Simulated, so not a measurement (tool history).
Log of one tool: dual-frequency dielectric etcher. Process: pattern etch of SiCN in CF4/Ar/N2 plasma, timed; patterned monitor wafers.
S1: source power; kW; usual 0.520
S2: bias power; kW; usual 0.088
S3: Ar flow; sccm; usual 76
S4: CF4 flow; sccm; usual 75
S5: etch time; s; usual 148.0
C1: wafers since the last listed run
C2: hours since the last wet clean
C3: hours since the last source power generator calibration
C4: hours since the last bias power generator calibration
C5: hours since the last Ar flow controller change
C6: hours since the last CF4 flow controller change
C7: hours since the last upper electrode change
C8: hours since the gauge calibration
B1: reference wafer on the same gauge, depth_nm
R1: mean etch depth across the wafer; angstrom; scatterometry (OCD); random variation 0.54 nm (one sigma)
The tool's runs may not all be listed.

run,hour,S1,S2,S3,S4,S5,C1,C2,C3,C4,C5,C6,C7,C8,B1,R1
1,0.0,0.520,0.088,76,75,148.0,0,341.1,1437.8,2873.9,4760.4,3660.9,5082.2,365.1,219.8,1803
2,22.1,0.520,0.088,76,75,148.0,114,363.2,1459.9,2896.0,4782.5,3683.0,5104.3,387.2,219.8,1798
3,35.7,0.520,0.088,76,75,148.0,70,376.8,1473.5,2909.6,4796.1,3696.6,5117.9,400.8,220.0,1808
4,66.3,0.520,0.088,76,75,148.0,157,407.4,1504.1,2940.2,4826.7,3727.2,5148.5,431.4,219.9,1801
5,90.5,0.520,0.088,76,75,148.0,124,431.6,1528.3,2964.4,4850.9,3751.4,5172.7,455.6,220.0,1796
6,111.6,0.520,0.088,76,75,148.0,108,452.7,1549.4,2985.5,4872.0,3772.5,5193.8,476.7,220.2,1805
7,125.9,0.520,0.088,76,75,148.0,73,467.0,1563.7,2999.8,4886.3,3786.8,5208.1,491.0,219.7,1806
8,138.3,0.520,0.080,76,75,148.0,63,479.4,1576.1,3012.2,4898.7,3799.2,5220.5,503.4,219.9,1761
# hour 146.7: CF4 flow controller replaced
# hour 169.7: upper electrode replaced
9,170.2,0.580,0.097,89,75,116.5,14,511.3,1608.0,3044.1,4930.6,23.5,0.5,535.3,220.3,1532
# hour 200.3: wet clean of the chamber
10,200.8,0.520,0.066,76,75,148.0,34,0.5,1638.6,3074.7,4961.2,54.1,31.1,565.9,220.1,1663
# hour 220.4: Ar flow controller replaced
11,220.9,0.640,0.088,88,75,148.0,72,20.6,1658.7,3094.8,0.5,74.2,51.2,586.0,220.2,2010
12,256.4,0.520,0.088,76,75,189.0,183,56.1,1694.2,3130.3,36.0,109.7,86.7,621.5,219.8,2285
# hour 268.1: bias power generator calibrated
# hour 268.9: source power generator calibrated
13,277.6,0.520,0.088,76,59,166.0,84,77.3,8.7,9.5,57.2,130.9,107.9,642.7,220.0,1967
14,305.0,0.520,0.088,76,75,148.0,141,104.7,36.1,36.9,84.6,158.3,135.3,670.1,220.0,1863
# hour 307.3: gauge calibrated
15,348.2,0.520,0.088,76,75,148.0,222,147.9,79.3,80.1,127.8,201.5,178.5,40.9,219.9,1846
16,381.2,0.520,0.088,76,68,148.0,170,180.9,112.3,113.1,160.8,234.5,211.5,73.9,220.2,1815
17,397.4,0.520,0.106,76,75,148.0,83,197.1,128.5,129.3,177.0,250.7,227.7,90.1,219.9,1950
18,427.4,0.520,0.088,76,75,148.0,154,227.1,158.5,159.3,207.0,280.7,257.7,120.1,220.2,1834
19,443.4,0.460,0.088,76,85,148.0,82,243.1,174.5,175.3,223.0,296.7,273.7,136.1,220.1,1762
20,459.9,0.520,0.088,76,75,148.0,85,259.6,191.0,191.8,239.5,313.2,290.2,152.6,219.9,1837

Forecast each of these 5 alternatives for the next run:
A,460.4,0.520,0.088,76,58,148.0,2,260.1,191.5,192.3,240.0,313.7,290.7,153.1,?,?
B,460.4,0.450,0.108,87,75,191.0,2,260.1,191.5,192.3,240.0,313.7,290.7,153.1,?,?
C,460.4,0.520,0.070,76,75,148.0,2,260.1,191.5,192.3,240.0,313.7,290.7,153.1,?,?
D,460.4,0.520,0.088,69,75,148.0,2,260.1,191.5,192.3,240.0,313.7,290.7,153.1,?,?
E,460.4,0.420,0.088,62,70,148.0,2,260.1,191.5,192.3,240.0,313.7,290.7,153.1,?,?

run,B1,R1
A,220.2,1741
B,220.2,2297
C,220.2,1716
D,220.2,1862
E,220.2,1647
Without the tool's hidden state the same runs would have given:
run,R1
A,1761
B,2324
C,1737
D,1884
E,1666

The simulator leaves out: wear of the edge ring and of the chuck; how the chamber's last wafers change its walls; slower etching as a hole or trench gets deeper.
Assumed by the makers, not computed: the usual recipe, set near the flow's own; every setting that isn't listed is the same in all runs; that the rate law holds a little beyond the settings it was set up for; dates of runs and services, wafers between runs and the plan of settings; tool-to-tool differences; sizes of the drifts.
